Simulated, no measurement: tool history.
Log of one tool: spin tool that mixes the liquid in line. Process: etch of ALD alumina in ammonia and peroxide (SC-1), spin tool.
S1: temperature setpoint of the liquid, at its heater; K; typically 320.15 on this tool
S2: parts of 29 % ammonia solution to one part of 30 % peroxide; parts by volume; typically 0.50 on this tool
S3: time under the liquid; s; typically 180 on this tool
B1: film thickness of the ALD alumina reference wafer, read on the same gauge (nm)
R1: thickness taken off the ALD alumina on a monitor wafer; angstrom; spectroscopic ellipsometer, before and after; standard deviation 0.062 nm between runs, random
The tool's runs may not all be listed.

run,hour,S1,S2,S3,B1,R1
1,0.0,320.15,0.50,180,89.97,126.5
# hour 2.4: heated supply line repaired
2,18.0,320.15,0.50,180,90.01,148.7
3,47.3,320.15,0.50,180,89.95,148.4
# hour 53.7: ammonia flow meter replaced
# hour 57.1: thermometer replaced
4,64.1,320.15,0.50,180,89.98,130.0
5,75.4,320.15,0.50,180,90.01,131.6
6,91.0,320.15,0.50,180,90.01,130.3
7,100.1,315.15,0.65,210,90.02,117.5
8,109.0,325.65,0.50,125,89.97,123.8
9,122.6,311.65,0.30,245,89.96,103.3
# hour 131.9: gauge calibrated
10,134.0,320.15,0.45,140,90.00,100.4
11,146.7,326.65,0.25,125,89.97,120.6
12,176.5,320.15,0.50,180,90.02,130.5
# hour 182.9: new drum of ammonia solution connected
13,193.7,326.15,0.40,180,89.97,177.0
14,204.3,312.65,0.30,180,90.00,81.1
15,215.9,317.65,0.50,150,89.99,94.3
16,226.0,320.15,0.50,180,90.05,130.5
17,243.8,324.15,0.50,255,89.96,231.1
18,261.4,320.15,0.70,100,90.00,75.0
19,279.3,320.15,0.50,180,89.96,130.2
20,297.3,315.65,0.50,265,90.06,147.3
21,312.2,329.15,0.40,135,90.05,155.7
22,326.3,325.65,0.50,125,89.99,122.6
23,339.6,320.15,0.50,265,90.07,189.8
24,350.2,327.65,0.70,250,89.94,280.3

Here are 5 independent what-if runs from the current tool condition. What would each one return?
A,350.7,330.15,0.50,180,?,?
B,350.7,324.65,0.50,130,?,?
C,350.7,315.65,0.50,150,?,?
D,350.7,311.15,0.70,150,?,?
E,350.7,320.15,0.40,145,?,?

run,B1,R1
A,90.04,221.5
B,90.04,119.2
C,90.04,82.9
D,90.04,65.7
E,90.04,101.5
Without the tool's hidden state the same runs would have given:
run,R1
A,223.5
B,120.3
C,83.7
D,66.3
E,102.4

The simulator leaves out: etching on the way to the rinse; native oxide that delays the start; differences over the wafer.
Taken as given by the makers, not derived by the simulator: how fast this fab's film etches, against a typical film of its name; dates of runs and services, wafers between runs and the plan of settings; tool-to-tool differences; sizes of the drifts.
